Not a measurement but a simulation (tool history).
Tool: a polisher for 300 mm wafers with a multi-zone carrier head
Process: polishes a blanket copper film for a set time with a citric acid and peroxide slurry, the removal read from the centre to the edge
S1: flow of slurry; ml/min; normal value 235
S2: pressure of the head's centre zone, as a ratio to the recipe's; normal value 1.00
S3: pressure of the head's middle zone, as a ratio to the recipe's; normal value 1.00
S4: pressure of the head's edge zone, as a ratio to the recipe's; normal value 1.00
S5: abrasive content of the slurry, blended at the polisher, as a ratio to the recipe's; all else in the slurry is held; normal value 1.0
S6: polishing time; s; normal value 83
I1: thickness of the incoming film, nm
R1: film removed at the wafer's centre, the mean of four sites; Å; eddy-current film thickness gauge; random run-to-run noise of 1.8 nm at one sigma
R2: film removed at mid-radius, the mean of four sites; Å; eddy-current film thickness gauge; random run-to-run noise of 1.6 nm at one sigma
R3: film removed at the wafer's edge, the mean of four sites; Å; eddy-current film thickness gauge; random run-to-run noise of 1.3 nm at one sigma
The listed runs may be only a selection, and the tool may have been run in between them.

run   hour   S1    S2    S3    S4   S5  S6      I1    R1    R2    R3
  1    0.0  235  1.00  1.00  1.00  1.0  83  1064.2  1337  1371  1383
      27.7  -- worn pad replaced by a new one
  2   70.8  235  1.00  1.00  1.00  1.0  83  1050.4  1447  1449  1458
     118.3  -- slurry nozzle cleaned
  3  124.2  235  1.00  1.00  1.00  1.0  83  1055.3  1467  1509  1463
  4  157.8  235  1.00  1.00  1.00  1.0  67  1054.7  1171  1190  1173
  5  203.9  235  1.08  1.00  1.00  1.0  83  1078.1  1520  1437  1425
     214.3  -- worn pad replaced by a new one
  6  232.7  235  1.08  1.00  1.00  1.0  83  1061.1  1660  1563  1530
  7  279.7  235  1.00  1.00  1.00  1.0  83  1052.9  1468  1478  1476
     344.1  -- edge zone pressure recalibrated
     419.0  -- worn pad replaced by a new one
     449.4  -- slurry nozzle cleaned
  8  452.0  235  1.00  1.00  1.00  1.0  83  1052.3  1548  1599  1573
  9  495.1  235  1.00  1.00  1.00  1.0  83  1076.5  1511  1498  1478
     507.8  -- carrier head's membrane replaced by a new one
 10  531.5  235  0.90  1.03  1.00  1.0  94  1058.4  1462  1710  1628
 11  592.4  270  1.00  1.00  0.93  0.9  83  1042.8  1411  1409  1348
     623.8  -- worn pad replaced by a new one
 12  645.0  160  1.00  1.00  0.93  1.3  83  1066.6  1542  1548  1517
     705.8  -- centre zone pressure recalibrated
 13  713.2  235  1.00  1.00  1.06  1.0  83  1070.5  1412  1441  1477
     749.7  -- slurry nozzle cleaned
 14  755.6  195  1.00  0.96  1.04  1.0  93  1066.8  1612  1583  1643
 15  805.1  280  0.89  1.00  1.00  1.0  83  1046.9  1309  1456  1449
     822.5  -- worn pad replaced by a new one
 16  864.1  235  1.00  1.00  1.00  1.0  67  1067.2  1199  1199  1220
 17  902.9  235  1.00  0.96  1.00  0.8  83  1064.7  1344  1335  1372
 18  935.1  235  1.00  1.00  1.00  1.0  67  1050.1  1136  1156  1158

Below are 3 alternative next runs, each starting from the tool's condition after run 18. Predict each:
  A  935.6  235  1.00  1.00  1.00  1.0  83  1051.0   ?   ?   ?
  B  935.6  235  1.00  1.00  1.00  0.7  83  1051.0   ?   ?   ?
  C  935.6  235  1.00  1.07  1.08  1.0  83  1051.0   ?   ?   ?

run    R1    R2    R3
  A  1406  1423  1416
  B  1299  1315  1309
  C  1407  1507  1470
The same runs, with their run-to-run variation unchanged, on a tool lacking any hidden condition would have given:
run    R1    R2    R3
  A  1667  1678  1650
  B  1540  1550  1525
  C  1668  1777  1713

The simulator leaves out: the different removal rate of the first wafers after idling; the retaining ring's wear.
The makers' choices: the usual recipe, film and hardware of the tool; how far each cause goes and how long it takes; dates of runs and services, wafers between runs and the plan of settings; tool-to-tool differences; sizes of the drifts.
